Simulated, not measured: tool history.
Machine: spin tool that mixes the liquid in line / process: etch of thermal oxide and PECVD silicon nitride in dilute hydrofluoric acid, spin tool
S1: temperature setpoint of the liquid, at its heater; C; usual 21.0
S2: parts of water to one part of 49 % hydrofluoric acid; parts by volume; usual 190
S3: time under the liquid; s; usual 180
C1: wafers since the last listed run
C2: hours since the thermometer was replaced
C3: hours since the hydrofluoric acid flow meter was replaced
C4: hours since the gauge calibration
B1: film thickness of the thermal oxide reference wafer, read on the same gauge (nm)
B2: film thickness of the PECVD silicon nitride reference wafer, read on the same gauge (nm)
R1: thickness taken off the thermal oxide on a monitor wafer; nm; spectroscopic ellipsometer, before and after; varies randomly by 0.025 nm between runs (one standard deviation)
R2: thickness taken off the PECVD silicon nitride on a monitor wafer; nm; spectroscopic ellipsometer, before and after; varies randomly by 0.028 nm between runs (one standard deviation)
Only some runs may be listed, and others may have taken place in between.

run,hour,S1,S2,S3,C1,C2,C3,C4,B1,B2,R1,R2
1,0.0,21.0,125,180,0,1313.8,483.3,304.8,71.567,61.307,5.955,3.398
2,62.1,21.0,125,180,564,1375.9,545.4,366.9,71.787,61.550,6.137,3.443
# hour 103.6: thermometer replaced
# hour 120.9: hydrofluoric acid flow meter replaced
3,263.7,21.0,190,180,1813,160.1,142.8,568.5,72.399,62.089,3.769,2.317
4,295.3,21.0,190,180,287,191.7,174.4,600.1,72.455,62.132,3.746,2.303
5,351.1,21.0,190,135,506,247.5,230.2,655.9,72.604,62.236,2.830,1.760
6,507.4,21.0,190,180,1420,403.8,386.5,812.2,72.832,62.444,3.758,2.308
7,562.0,21.0,190,180,496,458.4,441.1,866.8,72.953,62.529,3.829,2.283
8,628.1,21.0,155,115,600,524.5,507.2,932.9,73.021,62.589,3.095,1.809
9,662.6,21.0,190,180,313,559.0,541.7,967.4,73.029,62.628,3.751,2.362
10,720.8,17.0,190,140,528,617.2,599.9,1025.6,73.105,62.646,2.517,1.415
11,768.6,24.5,155,150,434,665.0,647.7,1073.4,73.152,62.677,4.616,2.996
# hour 780.6: hydrofluoric acid flow meter replaced
12,808.5,19.0,230,210,353,704.9,27.9,1113.3,73.139,62.740,3.278,1.944
13,861.5,17.0,190,140,481,757.9,80.9,1166.3,73.201,62.746,2.552,1.436
# hour 893.1: gauge calibrated
14,894.1,18.5,95,180,296,790.5,113.5,1.0,70.133,60.115,7.359,3.725
15,952.1,21.0,120,180,526,848.5,171.5,59.0,70.608,60.515,6.213,3.543
16,1006.0,17.0,100,135,489,902.4,225.4,112.9,70.999,60.852,4.885,2.480
17,1073.3,21.0,190,180,611,969.7,292.7,180.2,71.413,61.214,3.712,2.329
18,1101.0,26.0,240,95,251,997.4,320.4,207.9,71.606,61.352,1.764,1.305
19,1158.1,21.0,100,180,518,1054.5,377.5,265.0,71.886,61.595,7.781,4.373
20,1197.1,21.0,250,180,354,1093.5,416.5,304.0,72.031,61.785,2.686,1.774
21,1235.1,21.0,190,180,345,1131.5,454.5,342.0,72.208,61.911,3.751,2.306
22,1288.1,19.5,190,180,481,1184.5,507.5,395.0,72.469,62.055,3.557,2.114
23,1324.5,17.0,190,180,330,1220.9,543.9,431.4,72.504,62.192,3.238,1.827
24,1369.3,23.5,190,135,407,1265.7,588.7,476.2,72.702,62.313,3.130,2.054

Forecast each of these 5 alternatives for the next run:
A,1369.8,21.0,190,180,4,1266.2,589.2,476.7,?,?,?,?
B,1369.8,21.0,115,180,4,1266.2,589.2,476.7,?,?,?,?
C,1369.8,24.0,140,70,4,1266.2,589.2,476.7,?,?,?,?
D,1369.8,25.5,190,265,4,1266.2,589.2,476.7,?,?,?,?
E,1369.8,23.0,190,180,4,1266.2,589.2,476.7,?,?,?,?

run,B1,B2,R1,R2
A,72.701,62.282,3.775,2.331
B,72.701,62.282,6.754,3.808
C,72.701,62.282,2.360,1.487
D,72.701,62.282,6.579,4.575
E,72.701,62.282,4.073,2.652
Stripped of hidden state, with their random variation kept, the same runs would have yielded:
run,R1,R2
A,3.635,2.244
B,6.504,3.667
C,2.273,1.432
D,6.336,4.406
E,3.922,2.554

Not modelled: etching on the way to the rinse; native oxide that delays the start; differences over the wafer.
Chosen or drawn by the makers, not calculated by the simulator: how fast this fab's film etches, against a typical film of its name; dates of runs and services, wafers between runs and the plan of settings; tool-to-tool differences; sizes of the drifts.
